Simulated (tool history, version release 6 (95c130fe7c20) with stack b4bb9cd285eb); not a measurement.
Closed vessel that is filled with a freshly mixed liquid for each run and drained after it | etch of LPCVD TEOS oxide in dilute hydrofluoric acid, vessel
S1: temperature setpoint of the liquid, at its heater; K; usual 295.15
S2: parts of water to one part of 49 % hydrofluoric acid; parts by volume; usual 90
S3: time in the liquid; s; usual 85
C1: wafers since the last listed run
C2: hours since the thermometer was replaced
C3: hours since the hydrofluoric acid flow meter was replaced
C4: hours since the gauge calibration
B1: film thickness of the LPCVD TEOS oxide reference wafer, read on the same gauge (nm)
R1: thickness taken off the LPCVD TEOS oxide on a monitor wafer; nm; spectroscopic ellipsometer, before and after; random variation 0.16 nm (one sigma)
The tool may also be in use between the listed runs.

run 1 hour=0 | S1=295.15 S2=90 S3=85 | C1=0 C2=398.5 C3=1342.8 C4=413.8 | B1=60.05 | R1=16.98
run 2 hour=63.6 | S1=295.15 S2=90 S3=85 | C1=7803 C2=462.1 C3=1406.4 C4=477.4 | B1=60.01 | R1=16.4
-- hour=76.1 gauge calibrated
run 3 hour=123.4 | S1=295.15 S2=90 S3=85 | C1=7337 C2=521.9 C3=1466.2 C4=47.3 | B1=59.98 | R1=16.67
run 4 hour=157.7 | S1=295.15 S2=70 S3=85 | C1=4208 C2=556.2 C3=1500.5 C4=81.6 | B1=59.99 | R1=22.05
run 5 hour=203.8 | S1=295.15 S2=70 S3=85 | C1=5656 C2=602.3 C3=1546.6 C4=127.7 | B1=59.98 | R1=22.21
run 6 hour=242.1 | S1=295.15 S2=90 S3=85 | C1=4699 C2=640.6 C3=1584.9 C4=166 | B1=60.02 | R1=16.4
run 7 hour=282.9 | S1=295.15 S2=90 S3=85 | C1=5005 C2=681.4 C3=1625.7 C4=206.8 | B1=60 | R1=16.7
run 8 hour=342.7 | S1=295.15 S2=90 S3=85 | C1=7337 C2=741.2 C3=1685.5 C4=266.6 | B1=60.02 | R1=16.58
run 9 hour=380.4 | S1=295.15 S2=90 S3=85 | C1=4625 C2=778.9 C3=1723.2 C4=304.3 | B1=59.95 | R1=16.81
-- hour=423.9 hydrofluoric acid flow meter replaced
run 10 hour=441.7 | S1=295.15 S2=70 S3=45 | C1=7398 C2=840.2 C3=17.8 C4=365.6 | B1=59.98 | R1=11.67
run 11 hour=473.9 | S1=295.15 S2=115 S3=55 | C1=3950 C2=872.4 C3=50 C4=397.8 | B1=60 | R1=8.11
run 12 hour=544.5 | S1=290.15 S2=90 S3=100 | C1=8662 C2=943 C3=120.6 C4=468.4 | B1=60 | R1=15.72
-- hour=551.1 gauge calibrated
-- hour=585.7 thermometer replaced
run 13 hour=589.2 | S1=297.15 S2=80 S3=50 | C1=5361 C2=3.5 C3=165.3 C4=38.1 | B1=60.03 | R1=12.34
run 14 hour=641.1 | S1=295.15 S2=65 S3=85 | C1=6367 C2=55.4 C3=217.2 C4=90 | B1=60.01 | R1=23.97
run 15 hour=709.5 | S1=295.15 S2=90 S3=115 | C1=8392 C2=123.8 C3=285.6 C4=158.4 | B1=59.96 | R1=22.85
run 16 hour=761.4 | S1=295.15 S2=90 S3=85 | C1=6367 C2=175.7 C3=337.5 C4=210.3 | B1=59.99 | R1=16.56
run 17 hour=798.3 | S1=300.15 S2=70 S3=70 | C1=4527 C2=212.6 C3=374.4 C4=247.2 | B1=60.04 | R1=21.63
run 18 hour=854.5 | S1=292.15 S2=120 S3=85 | C1=6895 C2=268.8 C3=430.6 C4=303.4 | B1=60.02 | R1=10.84

Forecast each of these 5 alternatives for the next run:
run A hour=855.2 | S1=295.15 S2=90 S3=40 | C1=85 C2=269.5 C3=431.3 C4=304.1 | B1=? | R1=?
run B hour=855.2 | S1=297.15 S2=110 S3=85 | C1=85 C2=269.5 C3=431.3 C4=304.1 | B1=? | R1=?
run C hour=855.2 | S1=295.15 S2=65 S3=100 | C1=85 C2=269.5 C3=431.3 C4=304.1 | B1=? | R1=?
run D hour=855.2 | S1=292.15 S2=60 S3=115 | C1=85 C2=269.5 C3=431.3 C4=304.1 | B1=? | R1=?
run E hour=855.2 | S1=295.15 S2=90 S3=100 | C1=85 C2=269.5 C3=431.3 C4=304.1 | B1=? | R1=?

run=A B1=59.98 R1=7.79
run=B B1=59.98 R1=14.32
run=C B1=59.98 R1=27.79
run=D B1=59.98 R1=30.71
run=E B1=59.98 R1=19.47
Without the tool's hidden state the same runs would have given:
run=A R1=7.79
run=B R1=14.32
run=C R1=27.79
run=D R1=30.71
run=E R1=19.47
